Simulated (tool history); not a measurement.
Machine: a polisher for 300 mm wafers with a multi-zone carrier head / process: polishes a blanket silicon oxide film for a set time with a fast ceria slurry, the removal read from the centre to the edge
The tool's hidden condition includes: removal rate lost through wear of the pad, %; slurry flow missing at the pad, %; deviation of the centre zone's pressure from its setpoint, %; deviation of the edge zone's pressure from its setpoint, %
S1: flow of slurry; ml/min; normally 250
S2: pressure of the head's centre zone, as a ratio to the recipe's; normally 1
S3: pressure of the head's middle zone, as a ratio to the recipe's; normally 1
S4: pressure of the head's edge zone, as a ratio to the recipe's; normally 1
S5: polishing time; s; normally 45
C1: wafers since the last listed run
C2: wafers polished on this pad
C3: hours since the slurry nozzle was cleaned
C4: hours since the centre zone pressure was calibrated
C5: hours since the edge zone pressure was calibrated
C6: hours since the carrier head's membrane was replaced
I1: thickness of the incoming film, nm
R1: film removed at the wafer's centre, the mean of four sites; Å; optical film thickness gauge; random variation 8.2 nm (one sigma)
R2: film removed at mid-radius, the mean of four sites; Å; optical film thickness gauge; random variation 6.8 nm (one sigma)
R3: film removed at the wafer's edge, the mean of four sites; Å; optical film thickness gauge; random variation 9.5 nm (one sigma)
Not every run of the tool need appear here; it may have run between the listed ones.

run   hour   S1    S2    S3    S4  S5   C1    C2     C3     C4     C5      C6      I1    R1    R2    R3
  1      0  250     1     1     1  45    0   914  230.5  250.6  245.6  1011.3  2639.5  5695  6328  6290
  2   11.7  250     1     1     1  45  105  1019  242.2  262.3  257.3    1023  2714.4  5711  6559  6385
  3   24.1  250     1     1     1  45  111  1131  254.6  274.7  269.7  1035.4  2678.4  5695  6341  6474
      34.9  -- edge zone pressure recalibrated
      36.3  -- worn pad replaced by a new one
  4   37.2  250     1     1     1  45   88     8  267.7  287.8    2.3  1048.5  2671.6  5682  6435  6301
  5   43.8  250     1     1     1  45   59    67  274.3  294.4    8.9  1055.1  2696.2  5624  6328  6621
  6   61.5  250     1     1     1  45  159   227    292  312.1   26.6  1072.8  2653.7  5761  6373  6378
  7   77.5  250     1     1  0.91  45  143   370    308  328.1   42.6  1088.8  2620.8  5611  6340  6281
  8   86.7  250     1     1  0.91  45   82   453  317.2  337.3   51.8    1098  2686.7  5483  6426  6327
  9  101.5  305  1.04     1     1  45  133   586    332  352.1   66.6  1112.8  2713.7  6010  6489  6716
 10  111.6  250     1     1  1.05  45   90   677  342.1  362.2   76.7  1122.9  2615.4  5622  6374  6773
 11  119.2  250  0.92     1     1  35   68   746  349.7  369.8   84.3  1130.5  2651.6  3995  4925  5112
     120.3  -- slurry nozzle cleaned
 12  134.7  250     1     1     1  45  130   876   14.4  385.3   99.8    1146  2733.2  5651  6421  6392
 13  148.8  250  1.09  0.92     1  45  126  1003   28.5  399.4  113.9  1160.1  2635.8  6190  6017  6259
     157.5  -- carrier head's membrane replaced by a new one
     164.2  -- centre zone pressure recalibrated
     167.2  -- worn pad replaced by a new one
 14  167.7  285     1     1     1  58   79     4   47.4    3.5  132.8    10.2    2681  8535  8541  8370
 15  168.9  250     1     1     1  41   10    14   48.6    4.7    134    11.4  2647.8  5938  5743  5961
 16  182.2  250     1     1  1.04  54  119   134   61.9     18  147.3    24.7  2654.4  7505  7632  7890
 17  192.4  250     1     1     1  45   91   226   72.1   28.2  157.5    34.9  2657.6  6329  6350  6517
 18  204.6  225  0.96     1     1  45  109   335   84.3   40.4  169.7    47.1  2638.8  5870  6307  6418
 19  217.9  195  1.11     1  1.04  45  119   455   97.6   53.7    183    60.4  2636.6  6751  6116  6320
 20  234.9  250     1     1     1  60  152   608  114.6   70.7    200    77.4  2699.9  8346  8576  8632
 21  244.3  250     1     1     1  45   84   693    124   80.1  209.4    86.8  2693.3  6120  6523  6411

Each row is a separate what-if for the run after 21, all from the same tool condition, not one after another. Results?
  A  244.7  250     1     1     1  45   3  696  124.4  80.5  209.8  87.2  2681.6   ?   ?   ?
  B  244.7  190     1     1  1.04  45   3  696  124.4  80.5  209.8  87.2  2681.6   ?   ?   ?
  C  244.7  250     1  1.06     1  45   3  696  124.4  80.5  209.8  87.2  2681.6   ?   ?   ?
  D  244.7  275  1.08     1  1.05  31   3  696  124.4  80.5  209.8  87.2  2681.6   ?   ?   ?
  E  244.7  250     1     1   0.9  38   3  696  124.4  80.5  209.8  87.2  2681.6   ?   ?   ?

run    R1    R2    R3
  A  6031  6373  6468
  B  5758  6113  6381
  C  6033  6626  6464
  D  4549  4439  4594
  E  5093  5382  5220
Had the tool no hidden state, the same runs would have come out as:
run    R1    R2    R3
  A  6368  6371  6468
  B  6080  6111  6381
  C  6370  6624  6464
  D  4802  4438  4594
  E  5378  5381  5220

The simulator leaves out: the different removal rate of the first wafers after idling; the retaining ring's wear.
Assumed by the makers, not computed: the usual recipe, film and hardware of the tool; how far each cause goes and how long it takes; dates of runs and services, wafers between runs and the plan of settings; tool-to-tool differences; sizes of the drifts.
